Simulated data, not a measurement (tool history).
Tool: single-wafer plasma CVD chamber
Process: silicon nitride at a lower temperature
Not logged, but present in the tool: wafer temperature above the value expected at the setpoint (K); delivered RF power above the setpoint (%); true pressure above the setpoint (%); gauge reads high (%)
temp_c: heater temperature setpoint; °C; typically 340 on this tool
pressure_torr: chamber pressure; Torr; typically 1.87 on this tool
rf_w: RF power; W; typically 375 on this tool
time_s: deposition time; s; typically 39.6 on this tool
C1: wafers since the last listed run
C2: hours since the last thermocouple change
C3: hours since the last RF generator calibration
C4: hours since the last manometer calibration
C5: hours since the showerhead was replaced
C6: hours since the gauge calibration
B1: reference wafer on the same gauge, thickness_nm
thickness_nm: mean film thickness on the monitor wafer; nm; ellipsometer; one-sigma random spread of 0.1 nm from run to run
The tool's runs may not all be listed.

{"run": 1, "hour": 0.0, "temp_c": 348, "pressure_torr": 1.87, "rf_w": 375, "time_s": 39.6, "C1": 0, "C2": 2221.9, "C3": 2373.2, "C4": 1622.9, "C5": 3332.2, "C6": 268.3, "B1": 54.602, "thickness_nm": 51.817}
{"run": 2, "hour": 17.5, "temp_c": 348, "pressure_torr": 1.87, "rf_w": 375, "time_s": 39.6, "C1": 409, "C2": 2239.4, "C3": 2390.7, "C4": 1640.4, "C5": 3349.7, "C6": 285.8, "B1": 54.612, "thickness_nm": 51.74}
{"run": 3, "hour": 25.4, "temp_c": 340, "pressure_torr": 1.98, "rf_w": 375, "time_s": 39.6, "C1": 184, "C2": 2247.3, "C3": 2398.6, "C4": 1648.3, "C5": 3357.6, "C6": 293.7, "B1": 54.588, "thickness_nm": 53.16}
{"run": 4, "hour": 36.9, "temp_c": 340, "pressure_torr": 1.98, "rf_w": 375, "time_s": 39.6, "C1": 269, "C2": 2258.8, "C3": 2410.1, "C4": 1659.8, "C5": 3369.1, "C6": 305.2, "B1": 54.573, "thickness_nm": 53.311}
{"run": 5, "hour": 51.7, "temp_c": 340, "pressure_torr": 1.98, "rf_w": 375, "time_s": 39.6, "C1": 346, "C2": 2273.6, "C3": 2424.9, "C4": 1674.6, "C5": 3383.9, "C6": 320.0, "B1": 54.601, "thickness_nm": 53.237}
{"run": 6, "hour": 58.2, "temp_c": 340, "pressure_torr": 2.18, "rf_w": 375, "time_s": 39.6, "C1": 152, "C2": 2280.1, "C3": 2431.4, "C4": 1681.1, "C5": 3390.4, "C6": 326.5, "B1": 54.611, "thickness_nm": 55.465}
{"hour": 72.8, "done": "showerhead replaced, of another model than before"}
{"hour": 73.8, "done": "capacitance manometer re-zeroed and calibrated"}
{"run": 7, "hour": 74.3, "temp_c": 340, "pressure_torr": 1.87, "rf_w": 325, "time_s": 44.9, "C1": 164, "C2": 2296.2, "C3": 2447.5, "C4": 0.5, "C5": 1.5, "C6": 342.6, "B1": 54.577, "thickness_nm": 49.846}
{"run": 8, "hour": 78.8, "temp_c": 340, "pressure_torr": 1.87, "rf_w": 325, "time_s": 44.9, "C1": 105, "C2": 2300.7, "C3": 2452.0, "C4": 5.0, "C5": 6.0, "C6": 347.1, "B1": 54.607, "thickness_nm": 49.597}
{"run": 9, "hour": 90.2, "temp_c": 340, "pressure_torr": 1.87, "rf_w": 325, "time_s": 44.9, "C1": 266, "C2": 2312.1, "C3": 2463.4, "C4": 16.4, "C5": 17.4, "C6": 358.5, "B1": 54.643, "thickness_nm": 49.93}
{"run": 10, "hour": 103.3, "temp_c": 340, "pressure_torr": 1.87, "rf_w": 375, "time_s": 39.6, "C1": 306, "C2": 2325.2, "C3": 2476.5, "C4": 29.5, "C5": 30.5, "C6": 371.6, "B1": 54.601, "thickness_nm": 50.346}
{"hour": 111.6, "done": "thermocouple changed; heater temperature recalibrated"}
{"run": 11, "hour": 114.0, "temp_c": 340, "pressure_torr": 1.87, "rf_w": 400, "time_s": 39.6, "C1": 63, "C2": 2.4, "C3": 2487.2, "C4": 40.2, "C5": 41.2, "C6": 382.3, "B1": 54.637, "thickness_nm": 53.302}
{"hour": 123.4, "done": "gauge calibrated"}
{"run": 12, "hour": 127.7, "temp_c": 340, "pressure_torr": 2.3, "rf_w": 375, "time_s": 39.6, "C1": 320, "C2": 16.1, "C3": 2500.9, "C4": 53.9, "C5": 54.9, "C6": 4.3, "B1": 54.591, "thickness_nm": 55.403}
{"run": 13, "hour": 143.4, "temp_c": 340, "pressure_torr": 1.87, "rf_w": 375, "time_s": 39.6, "C1": 367, "C2": 31.8, "C3": 2516.6, "C4": 69.6, "C5": 70.6, "C6": 20.0, "B1": 54.589, "thickness_nm": 50.141}
{"run": 14, "hour": 150.4, "temp_c": 340, "pressure_torr": 1.87, "rf_w": 375, "time_s": 39.6, "C1": 163, "C2": 38.8, "C3": 2523.6, "C4": 76.6, "C5": 77.6, "C6": 27.0, "B1": 54.599, "thickness_nm": 50.372}
{"run": 15, "hour": 163.0, "temp_c": 331, "pressure_torr": 2.25, "rf_w": 310, "time_s": 33.9, "C1": 294, "C2": 51.4, "C3": 2536.2, "C4": 89.2, "C5": 90.2, "C6": 39.6, "B1": 54.609, "thickness_nm": 39.209}
{"run": 16, "hour": 180.7, "temp_c": 340, "pressure_torr": 1.87, "rf_w": 375, "time_s": 39.6, "C1": 414, "C2": 69.1, "C3": 2553.9, "C4": 106.9, "C5": 107.9, "C6": 57.3, "B1": 54.61, "thickness_nm": 50.205}
{"hour": 203.9, "done": "RF generator calibrated"}
{"run": 17, "hour": 222.6, "temp_c": 330, "pressure_torr": 1.41, "rf_w": 325, "time_s": 34.0, "C1": 793, "C2": 111.0, "C3": 18.7, "C4": 148.8, "C5": 149.8, "C6": 99.2, "B1": 54.623, "thickness_nm": 32.928}
{"run": 18, "hour": 233.3, "temp_c": 330, "pressure_torr": 2.02, "rf_w": 375, "time_s": 46.2, "C1": 250, "C2": 121.7, "C3": 29.4, "C4": 159.5, "C5": 160.5, "C6": 109.9, "B1": 54.599, "thickness_nm": 65.957}
{"run": 19, "hour": 246.6, "temp_c": 327, "pressure_torr": 1.87, "rf_w": 375, "time_s": 39.6, "C1": 311, "C2": 135.0, "C3": 42.7, "C4": 172.8, "C5": 173.8, "C6": 123.2, "B1": 54.604, "thickness_nm": 54.496}
{"run": 20, "hour": 261.3, "temp_c": 334, "pressure_torr": 1.7, "rf_w": 375, "time_s": 45.7, "C1": 343, "C2": 149.7, "C3": 57.4, "C4": 187.5, "C5": 188.5, "C6": 137.9, "B1": 54.612, "thickness_nm": 58.812}
{"run": 21, "hour": 278.5, "temp_c": 340, "pressure_torr": 2.03, "rf_w": 375, "time_s": 39.6, "C1": 402, "C2": 166.9, "C3": 74.6, "C4": 204.7, "C5": 205.7, "C6": 155.1, "B1": 54.631, "thickness_nm": 56.292}
{"run": 22, "hour": 295.4, "temp_c": 334, "pressure_torr": 1.68, "rf_w": 375, "time_s": 46.8, "C1": 395, "C2": 183.8, "C3": 91.5, "C4": 221.6, "C5": 222.6, "C6": 172.0, "B1": 54.621, "thickness_nm": 59.556}
{"run": 23, "hour": 310.6, "temp_c": 340, "pressure_torr": 2.2, "rf_w": 305, "time_s": 45.6, "C1": 355, "C2": 199.0, "C3": 106.7, "C4": 236.8, "C5": 237.8, "C6": 187.2, "B1": 54.589, "thickness_nm": 55.21}
{"run": 24, "hour": 324.9, "temp_c": 340, "pressure_torr": 1.87, "rf_w": 375, "time_s": 35.0, "C1": 334, "C2": 213.3, "C3": 121.0, "C4": 251.1, "C5": 252.1, "C6": 201.5, "B1": 54.577, "thickness_nm": 47.527}
{"run": 25, "hour": 337.9, "temp_c": 340, "pressure_torr": 1.87, "rf_w": 410, "time_s": 34.6, "C1": 304, "C2": 226.3, "C3": 134.0, "C4": 264.1, "C5": 265.1, "C6": 214.5, "B1": 54.623, "thickness_nm": 50.476}
{"run": 26, "hour": 353.6, "temp_c": 340, "pressure_torr": 1.87, "rf_w": 375, "time_s": 39.6, "C1": 367, "C2": 242.0, "C3": 149.7, "C4": 279.8, "C5": 280.8, "C6": 230.2, "B1": 54.603, "thickness_nm": 53.601}
{"run": 27, "hour": 368.1, "temp_c": 340, "pressure_torr": 1.87, "rf_w": 340, "time_s": 39.6, "C1": 339, "C2": 256.5, "C3": 164.2, "C4": 294.3, "C5": 295.3, "C6": 244.7, "B1": 54.605, "thickness_nm": 49.133}
{"run": 28, "hour": 379.2, "temp_c": 346, "pressure_torr": 2.33, "rf_w": 375, "time_s": 39.6, "C1": 259, "C2": 267.6, "C3": 175.3, "C4": 305.4, "C5": 306.4, "C6": 255.8, "B1": 54.594, "thickness_nm": 58.915}

Here are 5 independent what-if runs from the current tool condition. What would each one return?
{"run": "A", "hour": 379.6, "temp_c": 340, "pressure_torr": 1.87, "rf_w": 375, "time_s": 39.6, "C1": 9, "C2": 268.0, "C3": 175.7, "C4": 305.8, "C5": 306.8, "C6": 256.2, "B1": "?", "thickness_nm": "?"}
{"run": "B", "hour": 379.6, "temp_c": 327, "pressure_torr": 1.57, "rf_w": 340, "time_s": 32.0, "C1": 9, "C2": 268.0, "C3": 175.7, "C4": 305.8, "C5": 306.8, "C6": 256.2, "B1": "?", "thickness_nm": "?"}
{"run": "C", "hour": 379.6, "temp_c": 340, "pressure_torr": 1.87, "rf_w": 310, "time_s": 32.9, "C1": 9, "C2": 268.0, "C3": 175.7, "C4": 305.8, "C5": 306.8, "C6": 256.2, "B1": "?", "thickness_nm": "?"}
{"run": "D", "hour": 379.6, "temp_c": 354, "pressure_torr": 1.87, "rf_w": 340, "time_s": 39.6, "C1": 9, "C2": 268.0, "C3": 175.7, "C4": 305.8, "C5": 306.8, "C6": 256.2, "B1": "?", "thickness_nm": "?"}
{"run": "E", "hour": 379.6, "temp_c": 333, "pressure_torr": 1.87, "rf_w": 405, "time_s": 39.6, "C1": 9, "C2": 268.0, "C3": 175.7, "C4": 305.8, "C5": 306.8, "C6": 256.2, "B1": "?", "thickness_nm": "?"}

run=A B1=54.578 thickness_nm=53.504
run=B B1=54.578 thickness_nm=35.377
run=C B1=54.578 thickness_nm=37.239
run=D B1=54.578 thickness_nm=48.787
run=E B1=54.578 thickness_nm=57.205
The same runs, with their run-to-run variation unchanged, on a tool lacking any hidden condition would have given:
run=A thickness_nm=54.717
run=B thickness_nm=36.212
run=C thickness_nm=38.143
run=D thickness_nm=49.940
run=E thickness_nm=58.418

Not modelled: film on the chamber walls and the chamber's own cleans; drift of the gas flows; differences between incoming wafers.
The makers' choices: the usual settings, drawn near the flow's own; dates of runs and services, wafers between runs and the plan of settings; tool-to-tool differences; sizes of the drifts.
